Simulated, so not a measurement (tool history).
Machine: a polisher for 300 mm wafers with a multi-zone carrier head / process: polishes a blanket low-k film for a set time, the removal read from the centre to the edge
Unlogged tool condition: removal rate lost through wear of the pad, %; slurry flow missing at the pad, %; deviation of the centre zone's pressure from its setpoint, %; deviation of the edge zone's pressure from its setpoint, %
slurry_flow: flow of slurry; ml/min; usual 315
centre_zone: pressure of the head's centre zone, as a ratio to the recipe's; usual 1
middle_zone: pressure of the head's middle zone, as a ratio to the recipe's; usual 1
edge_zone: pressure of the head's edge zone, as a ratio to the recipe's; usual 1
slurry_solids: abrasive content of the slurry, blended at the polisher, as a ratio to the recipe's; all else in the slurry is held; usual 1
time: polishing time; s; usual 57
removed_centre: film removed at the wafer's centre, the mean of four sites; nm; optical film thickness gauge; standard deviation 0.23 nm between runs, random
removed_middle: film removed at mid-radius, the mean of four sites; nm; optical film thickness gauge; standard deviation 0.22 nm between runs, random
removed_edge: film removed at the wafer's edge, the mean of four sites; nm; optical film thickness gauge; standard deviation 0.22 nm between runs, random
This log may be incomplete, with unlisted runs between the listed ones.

run	hour	slurry_flow	centre_zone	middle_zone	edge_zone	slurry_solids	time	wafers since the last listed run	wafers polished on this pad	hours since the slurry nozzle was cleaned	hours since the centre zone pressure was calibrated	hours since the edge zone pressure was calibrated	hours since the carrier head's membrane was replaced	incoming thickness of the incoming film, nm	removed_centre	removed_middle	removed_edge
1	0	390	1	0.88	1	1	57	0	3320	603.7	293.7	651.9	1332.1	644.5	20	17.6	19.5
2	68.7	315	1	1	0.97	0.75	57	415	3736	672.4	362.4	720.6	1400.8	644.6	16.1	15.5	15.2
3	115.3	315	1.05	1	1	1	68	281	4017	719	409	767.2	1447.4	650.1	23.4	22.6	22.1
# hour 164.5: worn pad replaced by a new one
# hour 165.3: edge zone pressure recalibrated
4	215.2	315	1	1	1	1	57	574	301	818.9	508.9	49.9	1547.3	653.7	21	20.7	20.6
# hour 222.3: carrier head's membrane replaced by a new one
# hour 230.8: slurry nozzle cleaned
5	285.7	270	1	1	1	1.25	70	389	691	54.9	579.4	120.4	63.4	661.8	28.4	28	28.2
6	370.1	375	1	1	1	1	41	510	1201	139.3	663.8	204.8	147.8	646.2	15.7	14.8	14.8
7	423.4	245	1	0.94	1.05	1.1	57	322	1523	192.6	717.1	258.1	201.1	652.8	21.8	19.9	20.9
# hour 432.9: centre zone pressure recalibrated
8	461.9	210	1	1	1	0.7	45	220	1744	231.1	29	296.6	239.6	639.5	11.5	11.9	11.9
9	510.7	315	1	0.9	1.09	1	38	294	2039	279.9	77.8	345.4	288.4	660.2	13.5	12.2	13.8
10	604.9	315	1.07	0.96	0.97	1	57	569	2608	374.1	172	439.6	382.6	653	21.1	19.4	19.6
11	642.8	315	1.05	1	1	1	68	229	2837	412	209.9	477.5	420.5	642.7	24.8	23.5	23.5
12	739.9	315	1	1	1	1	57	586	3424	509.1	307	574.6	517.6	652.2	19.3	19.5	19.1
13	785.1	265	1.04	1.04	1	1	66	273	3697	554.3	352.2	619.8	562.8	650.4	22.9	23.1	22
14	881	315	1	1	1	0.75	57	579	4277	650.2	448.1	715.7	658.7	657.9	15.7	15.3	15.1
15	938.3	315	1	0.95	1	1	64	346	4623	707.5	505.4	773	716	649.9	21.6	20.1	20.6
# hour 959.9: worn pad replaced by a new one
# hour 960.1: edge zone pressure recalibrated
# hour 1106.9: slurry nozzle cleaned
16	1200	315	1	1	1	1	57	1550	1444	93.1	767.1	239.9	977.7	656.8	21	20.6	20.6
# hour 1305.5: centre zone pressure recalibrated
17	1351.7	315	1	1	1.06	1	57	904	2348	244.8	46.2	391.6	1129.4	645.5	20.1	20	20.6
18	1434.4	315	1	0.88	1	1	51	499	2848	327.5	128.9	474.3	1212.1	650.3	17.9	15.8	17.6
# hour 1536.2: carrier head's membrane replaced by a new one
19	1544.4	315	1	1	1	1	57	634	3483	437.5	238.9	584.3	8.2	659.4	19.9	19.4	18.9
20	1602.6	315	1	1	1	1	57	351	3835	495.7	297.1	642.5	66.4	647.2	19.9	18.9	19

Measured result minus the same run's result without the hidden state. Both carry the same run-to-run variation, though not necessarily the same gauge scatter:
run	removed_centre	removed_middle	removed_edge
1	-0.7	-1.2	-1.3
2	-0.8	-1.3	-1.3
3	-1.3	-2.2	-2.1
4	+0.8	+0	+0
5	+1.1	-0.1	-0.1
6	+0.6	-0.1	-0.1
7	+0.7	-0.3	-0.3
8	-0.2	-0.2	-0.2
9	-0.2	-0.3	-0.4
10	-0.4	-0.8	-0.8
11	-0.5	-1	-1
12	-0.7	-1.3	-1.2
13	-0.9	-1.7	-1.6
14	-1	-1.6	-1.5
15	-1.7	-2.4	-2.4
16	+0.6	-0.3	-0.3
17	-0.6	-0.6	-0.6
18	-0.4	-0.7	-0.8
19	-0.8	-1.3	-1.3
20	-1	-1.6	-1.6
